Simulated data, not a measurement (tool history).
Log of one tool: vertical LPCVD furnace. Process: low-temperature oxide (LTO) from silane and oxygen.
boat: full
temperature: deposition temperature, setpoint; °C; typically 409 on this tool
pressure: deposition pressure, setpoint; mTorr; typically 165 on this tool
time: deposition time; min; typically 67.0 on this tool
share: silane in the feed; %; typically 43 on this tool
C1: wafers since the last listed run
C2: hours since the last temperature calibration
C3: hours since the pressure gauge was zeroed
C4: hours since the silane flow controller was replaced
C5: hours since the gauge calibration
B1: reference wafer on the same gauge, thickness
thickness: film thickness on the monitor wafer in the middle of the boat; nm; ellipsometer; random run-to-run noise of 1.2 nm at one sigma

{"run": 1, "hour": 0.0, "temperature": 409, "pressure": 165, "time": 67.0, "share": 43, "C1": 0, "C2": 2455.8, "C3": 4245.4, "C4": 4117.1, "C5": 669.1, "B1": 445.08, "thickness": 544.52}
{"run": 2, "hour": 33.0, "temperature": 409, "pressure": 165, "time": 67.0, "share": 43, "C1": 535, "C2": 2488.8, "C3": 4278.4, "C4": 4150.1, "C5": 702.1, "B1": 445.13, "thickness": 542.62}
{"run": 3, "hour": 66.8, "temperature": 409, "pressure": 165, "time": 60.5, "share": 43, "C1": 548, "C2": 2522.6, "C3": 4312.2, "C4": 4183.9, "C5": 735.9, "B1": 445.14, "thickness": 490.71}
{"run": 4, "hour": 92.5, "temperature": 409, "pressure": 165, "time": 50.5, "share": 43, "C1": 416, "C2": 2548.3, "C3": 4337.9, "C4": 4209.6, "C5": 761.6, "B1": 445.52, "thickness": 410.37}
{"run": 5, "hour": 130.9, "temperature": 409, "pressure": 165, "time": 50.5, "share": 43, "C1": 622, "C2": 2586.7, "C3": 4376.3, "C4": 4248.0, "C5": 800.0, "B1": 445.55, "thickness": 410.59}
{"run": 6, "hour": 161.1, "temperature": 409, "pressure": 165, "time": 67.0, "share": 43, "C1": 489, "C2": 2616.9, "C3": 4406.5, "C4": 4278.2, "C5": 830.2, "B1": 445.6, "thickness": 542.66}
{"run": 7, "hour": 228.8, "temperature": 409, "pressure": 165, "time": 67.0, "share": 43, "C1": 1097, "C2": 2684.6, "C3": 4474.2, "C4": 4345.9, "C5": 897.9, "B1": 445.89, "thickness": 546.07}
{"run": 8, "hour": 267.0, "temperature": 409, "pressure": 165, "time": 67.0, "share": 43, "C1": 619, "C2": 2722.8, "C3": 4512.4, "C4": 4384.1, "C5": 936.1, "B1": 446.2, "thickness": 546.47}
{"run": 9, "hour": 295.7, "temperature": 409, "pressure": 165, "time": 67.0, "share": 43, "C1": 465, "C2": 2751.5, "C3": 4541.1, "C4": 4412.8, "C5": 964.8, "B1": 446.27, "thickness": 545.33}
{"run": 10, "hour": 361.0, "temperature": 416, "pressure": 165, "time": 67.0, "share": 43, "C1": 1059, "C2": 2816.8, "C3": 4606.4, "C4": 4478.1, "C5": 1030.1, "B1": 446.63, "thickness": 586.02}
{"hour": 485.6, "done": "thermocouples replaced and temperature profile calibrated"}
{"run": 11, "hour": 488.8, "temperature": 409, "pressure": 165, "time": 67.0, "share": 43, "C1": 1683, "C2": 3.2, "C3": 4734.2, "C4": 4605.9, "C5": 1157.9, "B1": 447.47, "thickness": 546.4}
{"run": 12, "hour": 543.1, "temperature": 409, "pressure": 195, "time": 67.0, "share": 43, "C1": 880, "C2": 57.5, "C3": 4788.5, "C4": 4660.2, "C5": 1212.2, "B1": 447.75, "thickness": 647.56}
{"run": 13, "hour": 572.2, "temperature": 409, "pressure": 195, "time": 67.0, "share": 43, "C1": 471, "C2": 86.6, "C3": 4817.6, "C4": 4689.3, "C5": 1241.3, "B1": 448.08, "thickness": 646.05}
{"hour": 607.3, "done": "silane flow controller replaced"}
{"run": 14, "hour": 607.8, "temperature": 409, "pressure": 165, "time": 67.0, "share": 43, "C1": 188, "C2": 122.2, "C3": 4853.2, "C4": 0.5, "C5": 1276.9, "B1": 448.27, "thickness": 548.11}
{"run": 15, "hour": 623.8, "temperature": 402, "pressure": 165, "time": 85.5, "share": 50, "C1": 259, "C2": 138.2, "C3": 4869.2, "C4": 16.5, "C5": 1292.9, "B1": 448.41, "thickness": 751.03}
{"hour": 656.7, "done": "pressure gauge zeroed"}
{"run": 16, "hour": 660.3, "temperature": 402, "pressure": 165, "time": 85.5, "share": 50, "C1": 202, "C2": 174.7, "C3": 3.6, "C4": 53.0, "C5": 1329.4, "B1": 448.62, "thickness": 750.07}
{"run": 17, "hour": 726.5, "temperature": 409, "pressure": 140, "time": 93.5, "share": 47, "C1": 1073, "C2": 240.9, "C3": 69.8, "C4": 119.2, "C5": 1395.6, "B1": 448.95, "thickness": 711.59}
{"hour": 820.3, "done": "gauge calibrated"}
{"run": 18, "hour": 861.2, "temperature": 409, "pressure": 165, "time": 90.0, "share": 47, "C1": 2184, "C2": 375.6, "C3": 204.5, "C4": 253.9, "C5": 40.9, "B1": 446.06, "thickness": 799.57}
{"run": 19, "hour": 914.9, "temperature": 409, "pressure": 165, "time": 67.0, "share": 43, "C1": 870, "C2": 429.3, "C3": 258.2, "C4": 307.6, "C5": 94.6, "B1": 445.93, "thickness": 545.44}
{"run": 20, "hour": 964.4, "temperature": 409, "pressure": 165, "time": 67.0, "share": 43, "C1": 802, "C2": 478.8, "C3": 307.7, "C4": 357.1, "C5": 144.1, "B1": 445.88, "thickness": 546.98}
{"run": 21, "hour": 1030.4, "temperature": 409, "pressure": 165, "time": 88.0, "share": 43, "C1": 1070, "C2": 544.8, "C3": 373.7, "C4": 423.1, "C5": 210.1, "B1": 445.76, "thickness": 716.54}
{"run": 22, "hour": 1058.4, "temperature": 409, "pressure": 140, "time": 93.5, "share": 47, "C1": 454, "C2": 572.8, "C3": 401.7, "C4": 451.1, "C5": 238.1, "B1": 446.1, "thickness": 707.19}
{"run": 23, "hour": 1096.1, "temperature": 398, "pressure": 150, "time": 67.0, "share": 43, "C1": 611, "C2": 610.5, "C3": 439.4, "C4": 488.8, "C5": 275.8, "B1": 445.95, "thickness": 441.45}
{"run": 24, "hour": 1155.0, "temperature": 402, "pressure": 165, "time": 67.0, "share": 36, "C1": 955, "C2": 669.4, "C3": 498.3, "C4": 547.7, "C5": 334.7, "B1": 446.25, "thickness": 408.34}
{"run": 25, "hour": 1204.3, "temperature": 409, "pressure": 165, "time": 50.5, "share": 43, "C1": 799, "C2": 718.7, "C3": 547.6, "C4": 597.0, "C5": 384.0, "B1": 446.14, "thickness": 412.34}
{"run": 26, "hour": 1265.4, "temperature": 402, "pressure": 165, "time": 67.0, "share": 50, "C1": 990, "C2": 779.8, "C3": 608.7, "C4": 658.1, "C5": 445.1, "B1": 446.46, "thickness": 584.54}
{"run": 27, "hour": 1293.1, "temperature": 420, "pressure": 150, "time": 67.0, "share": 48, "C1": 449, "C2": 807.5, "C3": 636.4, "C4": 685.8, "C5": 472.8, "B1": 446.43, "thickness": 615.29}
{"run": 28, "hour": 1338.9, "temperature": 397, "pressure": 185, "time": 67.0, "share": 37, "C1": 742, "C2": 853.3, "C3": 682.2, "C4": 731.6, "C5": 518.6, "B1": 446.7, "thickness": 447.64}
{"run": 29, "hour": 1402.1, "temperature": 403, "pressure": 200, "time": 49.0, "share": 38, "C1": 1024, "C2": 916.5, "C3": 745.4, "C4": 794.8, "C5": 581.8, "B1": 446.8, "thickness": 392.93}
{"run": 30, "hour": 1437.2, "temperature": 409, "pressure": 165, "time": 67.0, "share": 43, "C1": 569, "C2": 951.6, "C3": 780.5, "C4": 829.9, "C5": 616.9, "B1": 446.78, "thickness": 548.61}

For some of the steps in thickness from one run to the next: how much would appear even if the tool had no hidden state, given the settings, what came in and random variation, and how much remains for the hidden state plus any gauge scatter that the measured result and the result without hidden state don't share?
Hidden state present: true tube temperature minus thermocouple reading, K; true pressure minus gauge reading, mTorr; deviation of the silane flow from its setpoint, %; gauge reads high (%).
Run 11 -> 12: pressure 165 -> 195. thickness +101.16 nm: hidden state +1.05, all else +100.11.
Run 14 -> 15: temperature 409 -> 402, time 67.0 -> 85.5, share 43 -> 50. thickness +202.92 nm: hidden state +1.64, all else +201.28.
Run 17 -> 18: pressure 140 -> 165, time 93.5 -> 90.0, gauge calibrated. thickness +87.98 nm: hidden state -4.82, all else +92.80.
Run 18 -> 19: time 90.0 -> 67.0, share 47 -> 43. thickness -254.13 nm: hidden state -0.50, all else -253.63.
Run 22 -> 23: temperature 409 -> 398, pressure 140 -> 150, time 93.5 -> 67.0, share 47 -> 43. thickness -265.74 nm: hidden state -0.57, all else -265.17.
